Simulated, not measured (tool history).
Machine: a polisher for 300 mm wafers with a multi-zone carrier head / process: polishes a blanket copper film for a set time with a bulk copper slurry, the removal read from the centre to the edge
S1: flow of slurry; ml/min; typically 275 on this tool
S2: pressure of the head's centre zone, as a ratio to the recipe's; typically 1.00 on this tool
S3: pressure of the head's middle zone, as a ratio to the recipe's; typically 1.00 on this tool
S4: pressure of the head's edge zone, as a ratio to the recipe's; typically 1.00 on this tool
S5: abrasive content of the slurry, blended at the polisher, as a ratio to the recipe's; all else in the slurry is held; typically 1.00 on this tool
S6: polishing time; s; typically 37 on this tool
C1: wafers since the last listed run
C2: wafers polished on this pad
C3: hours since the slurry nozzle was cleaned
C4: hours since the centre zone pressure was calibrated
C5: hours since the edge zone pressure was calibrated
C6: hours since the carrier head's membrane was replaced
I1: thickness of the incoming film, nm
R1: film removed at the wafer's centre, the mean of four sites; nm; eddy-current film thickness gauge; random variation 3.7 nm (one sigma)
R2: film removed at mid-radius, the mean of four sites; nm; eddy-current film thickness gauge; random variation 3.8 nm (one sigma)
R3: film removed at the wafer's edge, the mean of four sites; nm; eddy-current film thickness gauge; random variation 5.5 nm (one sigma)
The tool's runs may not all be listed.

run 1 day=0.000 | S1=275 S2=1.00 S3=1.00 S4=1.04 S5=1.00 S6=37 | C1=0 C2=999 C3=41.1 C4=464.8 C5=12.1 C6=766.3 | I1=1858.3 | R1=358.1 R2=380.7 R3=409.5
run 2 day=0.433 | S1=330 S2=1.00 S3=1.00 S4=1.00 S5=1.00 S6=37 | C1=194 C2=1194 C3=51.5 C4=475.2 C5=22.5 C6=776.7 | I1=1870.1 | R1=357.9 R2=389.3 R3=396.8
run 3 day=1.154 | S1=330 S2=1.00 S3=1.00 S4=1.00 S5=1.00 S6=37 | C1=324 C2=1518 C3=68.8 C4=492.5 C5=39.8 C6=794.0 | I1=1888.7 | R1=358.8 R2=384.1 R3=404.0
-- day=1.692 worn pad replaced by a new one
run 4 day=3.038 | S1=275 S2=1.00 S3=1.00 S4=1.00 S5=1.00 S6=47 | C1=771 C2=605 C3=114.0 C4=537.7 C5=85.0 C6=839.2 | I1=1859.0 | R1=458.9 R2=488.5 R3=504.7
run 5 day=3.504 | S1=190 S2=1.00 S3=1.00 S4=1.07 S5=1.30 S6=37 | C1=209 C2=815 C3=125.2 C4=548.9 C5=96.2 C6=850.4 | I1=1866.4 | R1=376.4 R2=403.4 R3=432.3
run 6 day=3.825 | S1=275 S2=1.00 S3=1.11 S4=1.00 S5=1.20 S6=37 | C1=144 C2=960 C3=132.9 C4=556.6 C5=103.9 C6=858.1 | I1=1866.3 | R1=380.2 R2=443.8 R3=419.4
run 7 day=4.433 | S1=275 S2=0.96 S3=1.04 S4=1.00 S5=1.00 S6=37 | C1=273 C2=1233 C3=147.5 C4=571.2 C5=118.5 C6=872.7 | I1=1871.9 | R1=343.1 R2=392.3 R3=390.7
run 8 day=4.854 | S1=190 S2=1.00 S3=1.00 S4=1.12 S5=1.00 S6=37 | C1=189 C2=1422 C3=157.6 C4=581.3 C5=128.6 C6=882.8 | I1=1871.3 | R1=342.3 R2=369.3 R3=412.9
run 9 day=5.179 | S1=350 S2=0.95 S3=1.00 S4=1.11 S5=1.00 S6=37 | C1=146 C2=1568 C3=165.4 C4=589.1 C5=136.4 C6=890.6 | I1=1858.6 | R1=349.5 R2=388.5 R3=420.3
-- day=5.500 worn pad replaced by a new one
run 10 day=5.762 | S1=275 S2=1.00 S3=0.95 S4=1.00 S5=1.30 S6=37 | C1=187 C2=117 C3=179.4 C4=603.1 C5=150.4 C6=904.6 | I1=1897.2 | R1=401.0 R2=418.5 R3=447.2
run 11 day=6.142 | S1=275 S2=0.96 S3=1.09 S4=1.00 S5=1.00 S6=37 | C1=170 C2=288 C3=188.5 C4=612.2 C5=159.5 C6=913.7 | I1=1826.3 | R1=365.2 R2=420.5 R3=411.0
-- day=6.508 carrier head's membrane replaced by a new one
-- day=7.133 centre zone pressure recalibrated
run 12 day=7.792 | S1=275 S2=1.00 S3=1.00 S4=1.00 S5=1.00 S6=37 | C1=610 C2=898 C3=228.1 C4=15.8 C5=199.1 C6=30.8 | I1=1850.7 | R1=374.0 R2=379.8 R3=401.5
run 13 day=8.333 | S1=275 S2=1.00 S3=1.00 S4=1.00 S5=0.85 S6=25 | C1=243 C2=1142 C3=241.1 C4=28.8 C5=212.1 C6=43.8 | I1=1887.4 | R1=237.9 R2=246.1 R3=250.3
run 14 day=8.596 | S1=185 S2=0.90 S3=1.00 S4=1.00 S5=0.75 S6=46 | C1=118 C2=1260 C3=247.4 C4=35.1 C5=218.4 C6=50.1 | I1=1834.8 | R1=385.7 R2=416.2 R3=442.5
run 15 day=8.996 | S1=275 S2=1.00 S3=1.09 S4=1.00 S5=1.00 S6=37 | C1=179 C2=1440 C3=257.0 C4=44.7 C5=228.0 C6=59.7 | I1=1870.8 | R1=372.2 R2=408.5 R3=390.4
run 16 day=9.275 | S1=275 S2=1.04 S3=1.00 S4=1.00 S5=1.00 S6=37 | C1=125 C2=1565 C3=263.7 C4=51.4 C5=234.7 C6=66.4 | I1=1859.3 | R1=381.3 R2=377.6 R3=383.6
-- day=10.017 worn pad replaced by a new one
run 17 day=10.038 | S1=275 S2=0.93 S3=1.00 S4=1.10 S5=1.00 S6=31 | C1=267 C2=8 C3=282.0 C4=69.7 C5=253.0 C6=84.7 | I1=1890.0 | R1=314.1 R2=337.2 R3=374.0
run 18 day=10.600 | S1=275 S2=1.00 S3=1.00 S4=1.00 S5=1.00 S6=37 | C1=252 C2=261 C3=295.5 C4=83.2 C5=266.5 C6=98.2 | I1=1868.3 | R1=388.3 R2=400.2 R3=416.4
run 19 day=11.125 | S1=275 S2=0.90 S3=0.97 S4=1.06 S5=1.00 S6=33 | C1=236 C2=497 C3=308.1 C4=95.8 C5=279.1 C6=110.8 | I1=1882.3 | R1=313.9 R2=344.4 R3=369.5
run 20 day=11.542 | S1=275 S2=1.00 S3=1.00 S4=1.00 S5=1.00 S6=37 | C1=187 C2=685 C3=318.1 C4=105.8 C5=289.1 C6=120.8 | I1=1854.3 | R1=375.3 R2=388.6 R3=400.9
run 21 day=13.508 | S1=275 S2=1.11 S3=1.05 S4=1.00 S5=1.00 S6=37 | C1=884 C2=1569 C3=365.3 C4=153.0 C5=336.3 C6=168.0 | I1=1863.8 | R1=388.2 R2=394.9 R3=390.7

Each row is a separate what-if for the run after 21, all from the same tool condition, not one after another. Results?
run A day=13.525 | S1=275 S2=1.00 S3=1.00 S4=1.00 S5=1.00 S6=37 | C1=7 C2=1577 C3=365.7 C4=153.4 C5=336.7 C6=168.4 | I1=1860.4 | R1=? R2=? R3=?
run B day=13.525 | S1=250 S2=1.00 S3=1.06 S4=1.00 S5=1.00 S6=50 | C1=7 C2=1577 C3=365.7 C4=153.4 C5=336.7 C6=168.4 | I1=1860.4 | R1=? R2=? R3=?
run C day=13.525 | S1=220 S2=1.11 S3=0.91 S4=0.96 S5=1.00 S6=37 | C1=7 C2=1577 C3=365.7 C4=153.4 C5=336.7 C6=168.4 | I1=1860.4 | R1=? R2=? R3=?
run D day=13.525 | S1=275 S2=1.00 S3=1.09 S4=0.91 S5=1.00 S6=37 | C1=7 C2=1577 C3=365.7 C4=153.4 C5=336.7 C6=168.4 | I1=1860.4 | R1=? R2=? R3=?

run=A R1=360.8 R2=378.5 R3=384.7
run=B R1=484.2 R2=533.9 R3=516.9
run=C R1=382.8 R2=344.3 R3=373.4
run=D R1=361.0 R2=407.3 R3=367.5
What these runs would have given with no unlogged condition in the tool:
run=A R1=409.3 R2=410.6 R3=417.5
run=B R1=549.4 R2=579.2 R3=560.9
run=C R1=434.2 R2=373.5 R3=405.1
run=D R1=409.6 R2=441.9 R3=398.8
